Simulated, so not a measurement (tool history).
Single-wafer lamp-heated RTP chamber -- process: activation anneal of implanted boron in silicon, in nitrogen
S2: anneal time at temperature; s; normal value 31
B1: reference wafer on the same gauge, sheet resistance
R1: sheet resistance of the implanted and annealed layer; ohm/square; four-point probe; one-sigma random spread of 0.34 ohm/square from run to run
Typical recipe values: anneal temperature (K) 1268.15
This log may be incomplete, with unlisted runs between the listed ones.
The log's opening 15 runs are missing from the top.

run 16 hour=673 | anneal_temperature_(K)=1268.15 S2=31 | B1=104.52 | R1=94.28
run 17 hour=720.2 | anneal_temperature_(K)=1268.15 S2=31 | B1=104.63 | R1=94.63
run 18 hour=759.5 | anneal_temperature_(K)=1268.15 S2=31 | B1=104.51 | R1=94.19
run 19 hour=824.5 | anneal_temperature_(K)=1285.15 S2=21 | B1=104.52 | R1=93.3
-- hour=834.8 pyrometer window cleaned and pyrometer calibrated
run 20 hour=872.4 | anneal_temperature_(K)=1268.15 S2=46 | B1=104.38 | R1=93.63
run 21 hour=929.7 | anneal_temperature_(K)=1268.15 S2=31 | B1=104.54 | R1=94.71
run 22 hour=996.7 | anneal_temperature_(K)=1252.15 S2=37 | B1=104.52 | R1=98.17
run 23 hour=1045.1 | anneal_temperature_(K)=1268.15 S2=31 | B1=104.66 | R1=94.14
-- hour=1114 reflector plate cleaned
run 24 hour=1114.7 | anneal_temperature_(K)=1268.15 S2=15 | B1=104.45 | R1=99.12
run 25 hour=1148.9 | anneal_temperature_(K)=1268.15 S2=31 | B1=104.51 | R1=96.26
run 26 hour=1204.1 | anneal_temperature_(K)=1242.15 S2=22 | B1=104.42 | R1=110.99
-- hour=1296.3 pyrometer window cleaned and pyrometer calibrated
run 27 hour=1374.9 | anneal_temperature_(K)=1241.15 S2=47 | B1=104.49 | R1=104.36
run 28 hour=1435.1 | anneal_temperature_(K)=1246.15 S2=13 | B1=104.56 | R1=109.91
run 29 hour=1460.9 | anneal_temperature_(K)=1268.15 S2=31 | B1=104.42 | R1=95.26
run 30 hour=1518.2 | anneal_temperature_(K)=1268.15 S2=31 | B1=104.26 | R1=95.14
run 31 hour=1579 | anneal_temperature_(K)=1298.15 S2=14 | B1=104.47 | R1=92.11
run 32 hour=1631.7 | anneal_temperature_(K)=1298.15 S2=22 | B1=104.74 | R1=91.17
run 33 hour=1674 | anneal_temperature_(K)=1282.15 S2=31 | B1=104.43 | R1=92.38
run 34 hour=1745.8 | anneal_temperature_(K)=1294.15 S2=42 | B1=104.55 | R1=91.08
-- hour=1771.3 pyrometer window cleaned and pyrometer calibrated
run 35 hour=1807.6 | anneal_temperature_(K)=1247.15 S2=47 | B1=104.58 | R1=99.96
run 36 hour=1861.5 | anneal_temperature_(K)=1239.15 S2=13 | B1=104.54 | R1=113.98
run 37 hour=1887.1 | anneal_temperature_(K)=1285.15 S2=21 | B1=104.47 | R1=93.41

Below are 4 alternative next runs, each starting from the tool's condition after run 37. Predict each:
run A hour=1887.5 | anneal_temperature_(K)=1268.15 S2=24 | B1=? | R1=?
run B hour=1887.5 | anneal_temperature_(K)=1268.15 S2=47 | B1=? | R1=?
run C hour=1887.5 | anneal_temperature_(K)=1284.15 S2=20 | B1=? | R1=?
run D hour=1887.5 | anneal_temperature_(K)=1282.15 S2=43 | B1=? | R1=?

run=A B1=104.67 R1=95.4
run=B B1=104.67 R1=93.87
run=C B1=104.67 R1=93.02
run=D B1=104.67 R1=92.09
The same runs, with their run-to-run variation unchanged, on a tool lacking any hidden condition would have given:
run=A R1=97.28
run=B R1=95.31
run=C R1=94.01
run=D R1=92.93

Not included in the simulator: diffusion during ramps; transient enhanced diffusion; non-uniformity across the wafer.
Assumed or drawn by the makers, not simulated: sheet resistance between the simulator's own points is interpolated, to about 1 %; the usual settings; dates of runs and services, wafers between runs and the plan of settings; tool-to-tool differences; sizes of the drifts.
